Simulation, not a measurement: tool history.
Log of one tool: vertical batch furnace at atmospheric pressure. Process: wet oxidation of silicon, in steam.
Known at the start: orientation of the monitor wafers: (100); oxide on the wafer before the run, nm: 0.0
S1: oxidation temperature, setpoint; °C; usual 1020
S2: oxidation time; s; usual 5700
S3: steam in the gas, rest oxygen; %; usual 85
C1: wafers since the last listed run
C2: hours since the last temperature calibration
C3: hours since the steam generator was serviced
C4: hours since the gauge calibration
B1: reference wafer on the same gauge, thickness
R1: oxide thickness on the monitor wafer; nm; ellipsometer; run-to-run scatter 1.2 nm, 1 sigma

Run 1, hour 0.0: usual settings; C1 0; C2 1917.5; C3 2388.7; C4 443.0; B1 480.14. Result: R1 589.26 nm.
Run 2, hour 175.5: usual settings; C1 2637; C2 2093.0; C3 2564.2; C4 618.5; B1 480.21. Result: R1 587.84 nm.
Run 3, hour 229.1: usual settings; C1 805; C2 2146.6; C3 2617.8; C4 672.1; B1 479.97. Result: R1 588.25 nm.
Run 4, hour 313.6: usual settings; C1 1269; C2 2231.1; C3 2702.3; C4 756.6; B1 479.83. Result: R1 588.78 nm.
Run 5, hour 406.2: usual settings; C1 1391; C2 2323.7; C3 2794.9; C4 849.2; B1 479.82. Result: R1 588.23 nm.
Run 6, hour 475.1: usual settings; C1 1035; C2 2392.6; C3 2863.8; C4 918.1; B1 480.10. Result: R1 591.33 nm.
Run 7, hour 556.9: usual settings; C1 1229; C2 2474.4; C3 2945.6; C4 999.9; B1 479.89. Result: R1 589.46 nm.
Run 8, hour 593.0: usual settings; C1 542; C2 2510.5; C3 2981.7; C4 1036.0; B1 479.73. Result: R1 587.39 nm.
Run 9, hour 645.9: usual settings; C1 795; C2 2563.4; C3 3034.6; C4 1088.9; B1 480.40. Result: R1 591.04 nm.
Run 10, hour 730.2: usual settings; C1 1266; C2 2647.7; C3 3118.9; C4 1173.2; B1 479.97. Result: R1 591.51 nm.
Run 11, hour 775.9: usual settings; C1 686; C2 2693.4; C3 3164.6; C4 1218.9; B1 480.07. Result: R1 588.55 nm.
Run 12, hour 865.2: usual settings; C1 1342; C2 2782.7; C3 3253.9; C4 1308.2; B1 479.97. Result: R1 590.98 nm.
Run 13, hour 921.3: usual settings but S3 92 %; C1 843; C2 2838.8; C3 3310.0; C4 1364.3; B1 480.11. Result: R1 617.88 nm.
Run 14, hour 1159.4: usual settings but S3 92 %; C1 3578; C2 3076.9; C3 3548.1; C4 1602.4; B1 480.07. Result: R1 619.19 nm.
Run 15, hour 1221.5: usual settings but S3 89 %; C1 933; C2 3139.0; C3 3610.2; C4 1664.5; B1 480.01. Result: R1 605.89 nm.
Run 16, hour 1280.8: usual settings but S3 89 %; C1 891; C2 3198.3; C3 3669.5; C4 1723.8; B1 479.87. Result: R1 609.33 nm.
Run 17, hour 1354.9: usual settings but S3 89 %; C1 1113; C2 3272.4; C3 3743.6; C4 1797.9; B1 480.00. Result: R1 609.74 nm.
Run 18, hour 1399.8: usual settings; C1 674; C2 3317.3; C3 3788.5; C4 1842.8; B1 480.15. Result: R1 588.26 nm.
Run 19, hour 1537.4: usual settings but S1 1007 °C, S2 7620 s, S3 73 %; C1 2068; C2 3454.9; C3 3926.1; C4 1980.4; B1 479.80. Result: R1 597.09 nm.
At hour 1724.4: steam generator serviced.
Run 20, hour 1728.0: usual settings but S1 1043 °C, S2 6810 s, S3 81 %; C1 2503; C2 3645.5; C3 3.6; C4 2171.0; B1 479.94. Result: R1 739.84 nm.
Run 21, hour 1835.9: usual settings but S3 73 %; C1 1621; C2 3753.4; C3 111.5; C4 2278.9; B1 479.75. Result: R1 549.97 nm.
Run 22, hour 1922.6: usual settings but S1 1007 °C, S2 4410 s; C1 1303; C2 3840.1; C3 198.2; C4 2365.6; B1 479.95. Result: R1 471.99 nm.
Run 23, hour 1974.5: usual settings; C1 780; C2 3892.0; C3 250.1; C4 2417.5; B1 479.85. Result: R1 603.20 nm.
Run 24, hour 2020.2: usual settings but S1 1000 °C, S2 7830 s; C1 686; C2 3937.7; C3 295.8; C4 2463.2; B1 479.98. Result: R1 655.78 nm.
At hour 2056.2: thermocouples replaced and temperature profile calibrated.
Run 25, hour 2119.4: usual settings; C1 1130; C2 63.2; C3 395.0; C4 2562.4; B1 480.01. Result: R1 590.49 nm.
Run 26, hour 2204.8: usual settings but S1 1044 °C, S2 3090 s, S3 94 %; C1 1283; C2 148.6; C3 480.4; C4 2647.8; B1 479.98. Result: R1 492.80 nm.
At hour 2218.3: gauge calibrated.
Run 27, hour 2304.2: usual settings but S1 1006 °C, S2 4830 s, S3 89 %; C1 1493; C2 248.0; C3 579.8; C4 85.9; B1 480.22. Result: R1 501.49 nm.
Run 28, hour 2388.6: usual settings but S3 73 %; C1 1268; C2 332.4; C3 664.2; C4 170.3; B1 479.92. Result: R1 537.64 nm.
Run 29, hour 2457.4: usual settings but S1 1043 °C, S2 7560 s, S3 93 %; C1 1034; C2 401.2; C3 733.0; C4 239.1; B1 480.00. Result: R1 830.96 nm.
Run 30, hour 2518.4: usual settings but S2 6810 s, S3 82 %; C1 916; C2 462.2; C3 794.0; C4 300.1; B1 479.91. Result: R1 646.76 nm.
Run 31, hour 2600.6: usual settings but S2 7590 s, S3 80 %; C1 1235; C2 544.4; C3 876.2; C4 382.3; B1 480.11. Result: R1 679.00 nm.
Run 32, hour 2702.0: usual settings but S1 1013 °C, S3 89 %; C1 1523; C2 645.8; C3 977.6; C4 483.7; B1 479.96. Result: R1 583.55 nm.
Run 33, hour 2802.4: usual settings but S3 94 %; C1 1508; C2 746.2; C3 1078.0; C4 584.1; B1 479.88. Result: R1 627.91 nm.
Run 34, hour 2895.4: usual settings; C1 1397; C2 839.2; C3 1171.0; C4 677.1; B1 479.96. Result: R1 588.57 nm.
Run 35, hour 2966.0: usual settings but S1 1012 °C, S2 7410 s, S3 96 %; C1 1061; C2 909.8; C3 1241.6; C4 747.7; B1 479.94. Result: R1 717.18 nm.
Run 36, hour 3067.3: usual settings but S2 4620 s, S3 74 %; C1 1522; C2 1011.1; C3 1342.9; C4 849.0; B1 479.71. Result: R1 474.54 nm.
Run 37, hour 3130.0: usual settings but S1 1000 °C, S2 8190 s, S3 90 %; C1 942; C2 1073.8; C3 1405.6; C4 911.7; B1 479.84. Result: R1 682.73 nm.
Run 38, hour 3234.8: usual settings but S3 91 %; C1 1575; C2 1178.6; C3 1510.4; C4 1016.5; B1 479.98. Result: R1 617.17 nm.

Subtracting, for every run, the result it would have given without the tool's unlogged condition from the measured result gives the following. The same run-to-run variation enters both numbers; the gauge's scatter may not:
Hidden conditions of the tool in this case: true tube temperature minus thermocouple reading, K; steam share off its setpoint, % of the setpoint; gauge reads high (%).
run      R1
  1   -6.42
  2   -6.37
  3   -6.36
  4   -6.34
  5   -6.31
  6   -6.32
  7   -6.28
  8   -6.24
  9   -6.27
 10   -6.25
 11   -6.21
 12   -6.21
 13   -6.56
 14   -6.51
 15   -6.32
 16   -6.34
 17   -6.32
 18   -6.04
 19   -5.78
 20  +10.66
 21   +8.65
 22   +7.61
 23   +7.44
 24   +8.15
 25   -3.99
 26   -3.52
 27   -3.68
 28   -4.13
 29   -6.90
 30   -5.26
 31   -5.70
 32   -4.87
 33   -5.48
 34   -5.18
 35   -6.47
 36   -4.08
 37   -6.04
 38   -5.71
